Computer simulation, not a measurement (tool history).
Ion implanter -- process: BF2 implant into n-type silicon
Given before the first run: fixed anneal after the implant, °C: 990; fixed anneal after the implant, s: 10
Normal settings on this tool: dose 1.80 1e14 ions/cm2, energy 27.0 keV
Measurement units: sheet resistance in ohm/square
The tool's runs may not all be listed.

run,hour,dose,energy,wafers since the last listed run,hours since the last dose calibration,hours since the extraction supply was calibrated,hours since the gauge calibration,"read-back reference wafer on the same gauge, sheet resistance",sheet resistance
1,0.0,1.80,27.0,0,560.8,3201.9,13.0,580.99,556.15
2,34.1,1.80,27.0,482,594.9,3236.0,47.1,581.00,555.36
3,66.3,1.80,27.0,455,627.1,3268.2,79.3,580.84,557.44
4,101.8,1.80,27.0,502,662.6,3303.7,114.8,580.83,555.14
5,151.1,1.80,27.0,697,711.9,3353.0,164.1,580.89,554.84
6,177.2,1.45,33.0,369,738.0,3379.1,190.2,581.03,646.64
7,238.4,1.45,33.0,865,799.2,3440.3,251.4,580.88,645.12
8,272.7,1.80,27.0,485,833.5,3474.6,285.7,581.12,556.79
9,343.2,1.80,27.0,997,904.0,3545.1,356.2,581.13,556.14
10,369.0,1.80,27.0,365,929.8,3570.9,382.0,580.78,556.04
# hour 405.3: Faraday cup replaced and dose calibrated
11,405.8,1.80,27.0,407,0.5,3607.7,418.8,581.07,548.65
12,435.1,1.80,27.0,414,29.8,3637.0,448.1,580.91,550.95
13,496.3,1.80,27.0,865,91.0,3698.2,509.3,580.93,552.51
14,537.5,1.80,27.0,582,132.2,3739.4,550.5,580.97,552.95
15,601.1,1.80,27.0,899,195.8,3803.0,614.1,581.12,552.60
16,662.2,2.31,33.0,864,256.9,3864.1,675.2,580.98,446.52
17,701.8,2.12,27.0,560,296.5,3903.7,714.8,581.08,483.27
18,750.8,1.29,23.0,693,345.5,3952.7,763.8,581.03,747.85
19,796.8,2.04,32.5,650,391.5,3998.7,809.8,580.91,495.00
# hour 935.2: extraction supply calibrated
20,1001.3,1.53,23.0,2780,596.0,66.1,1014.3,580.94,649.65
21,1051.3,1.80,27.0,707,646.0,116.1,1064.3,580.97,555.94
22,1107.9,1.99,27.0,800,702.6,172.7,1120.9,581.20,511.70
23,1150.8,1.80,27.0,606,745.5,215.6,1163.8,580.93,556.64
24,1210.8,1.80,27.0,848,805.5,275.6,1223.8,581.06,557.20
25,1269.8,1.80,27.0,834,864.5,334.6,1282.8,581.04,556.22
26,1296.4,1.59,27.0,376,891.1,361.2,1309.4,580.96,616.14
# hour 1331.6: Faraday cup replaced and dose calibrated
27,1345.5,1.80,30.5,581,13.9,410.3,1358.5,581.11,544.20
28,1387.8,1.58,27.0,598,56.2,452.6,1400.8,580.95,613.51
29,1447.2,2.12,19.0,840,115.6,512.0,1460.2,580.95,495.42
30,1498.2,2.29,33.5,721,166.6,563.0,1511.2,581.07,447.51
31,1524.8,2.13,27.0,376,193.2,589.6,1537.8,580.89,480.13
# hour 1547.3: gauge calibrated
32,1557.0,1.94,27.0,455,225.4,621.8,9.7,580.87,519.99
33,1757.3,1.80,20.5,2833,425.7,822.1,210.0,581.11,571.03
34,1802.4,2.25,19.5,638,470.8,867.2,255.1,580.99,472.99
35,1943.0,2.22,32.5,1989,611.4,1007.8,395.7,580.95,461.67
36,1991.4,1.29,21.0,684,659.8,1056.2,444.1,581.03,763.39
37,2023.6,1.26,27.0,455,692.0,1088.4,476.3,580.95,745.39
38,2068.1,1.42,34.5,629,736.5,1132.9,520.8,581.06,653.92

For each entry between runs, how does the tool's hidden state at the last listed run before it compare with that at the first listed run after it?
Run 10 -> run 11: Faraday cup replaced and dose calibrated (hour 405.3)
  deviation of the true dose from the Faraday cup's reading, %: -1.47 -> -0.0593
  measured less the result without the state, sheet resistance: +6.81 -> +0.27 ohm/square
Run 19 -> run 20: extraction supply calibrated (hour 935.2)
  deviation of the true dose from the Faraday cup's reading, %: -1.16 -> -1.38
  measured less the result without the state, sheet resistance: +4.60 -> +7.72 ohm/square
Run 26 -> run 27: Faraday cup replaced and dose calibrated (hour 1331.6)
  deviation of the true dose from the Faraday cup's reading, %: -1.52 -> -0.0825
  measured less the result without the state, sheet resistance: +7.76 -> +0.36 ohm/square
Run 31 -> run 32: gauge calibrated (hour 1547.3)
  deviation of the true dose from the Faraday cup's reading, %: -0.725 -> -0.807
  measured less the result without the state, sheet resistance: +2.90 -> +3.49 ohm/square
